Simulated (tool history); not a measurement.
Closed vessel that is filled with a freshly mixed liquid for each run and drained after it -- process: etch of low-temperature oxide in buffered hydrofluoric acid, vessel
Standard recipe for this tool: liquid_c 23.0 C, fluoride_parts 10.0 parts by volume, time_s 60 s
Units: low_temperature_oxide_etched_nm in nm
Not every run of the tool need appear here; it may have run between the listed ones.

run	day	liquid_c	fluoride_parts	time_s	read-back film thickness of the low-temperature oxide reference wafer, read on the same gauge (nm)	low_temperature_oxide_etched_nm
1	0.000	23.0	11.5	45	100.04	101.83
2	0.912	23.0	11.5	45	99.99	102.59
3	1.725	23.0	10.0	60	100.00	154.73
4	2.858	23.0	10.0	60	100.00	156.41
5	3.729	23.0	10.0	60	100.01	155.67
6	4.371	23.0	10.0	60	100.00	155.29
7	5.054	23.0	10.0	60	100.02	154.60
8	5.925	23.0	10.0	85	100.00	220.03
9	6.679	23.0	10.0	85	100.02	218.42
10	7.312	23.0	10.0	60	99.98	155.23
11	8.767	23.0	10.0	60	100.00	154.39
12	9.612	23.0	10.0	60	100.00	153.96
13	10.733	23.0	10.0	60	99.95	154.00
14	11.346	24.5	10.0	45	100.04	125.74
15	11.967	23.0	10.0	75	99.99	192.92
16	13.925	23.0	12.0	50	99.99	107.52
17	15.150	23.0	7.5	35	100.03	115.87
# day 17.367: hydrofluoric acid flow meter replaced
18	17.688	23.0	10.0	60	99.97	162.10
19	19.108	20.5	10.0	50	100.04	117.97
20	20.425	18.5	7.5	70	100.00	193.17
# day 21.033: gauge calibrated
21	21.475	18.0	6.5	60	99.99	184.50
# day 21.525: thermometer replaced
22	22.796	21.0	6.5	40	100.04	143.99
23	24.138	23.0	7.5	60	100.01	210.04
24	25.604	18.0	13.0	30	100.01	46.93
25	26.412	18.5	7.5	70	100.01	189.33
26	27.150	23.0	10.0	60	100.00	160.53
27	28.042	23.0	10.0	60	99.99	160.99

3 options for the next run, each taken on its own from the tool as it stands now. Forecast them:
A	28.071	27.5	10.0	60	?	?
B	28.071	25.5	10.0	80	?	?
C	28.071	25.0	10.0	40	?	?

run	read-back film thickness of the low-temperature oxide reference wafer, read on the same gauge (nm)	low_temperature_oxide_etched_nm
A	99.99	203.80
B	99.99	244.09
C	99.99	118.79
Without the tool's unlogged condition, the same runs would have read:
run	low_temperature_oxide_etched_nm
A	206.21
B	246.98
C	120.20
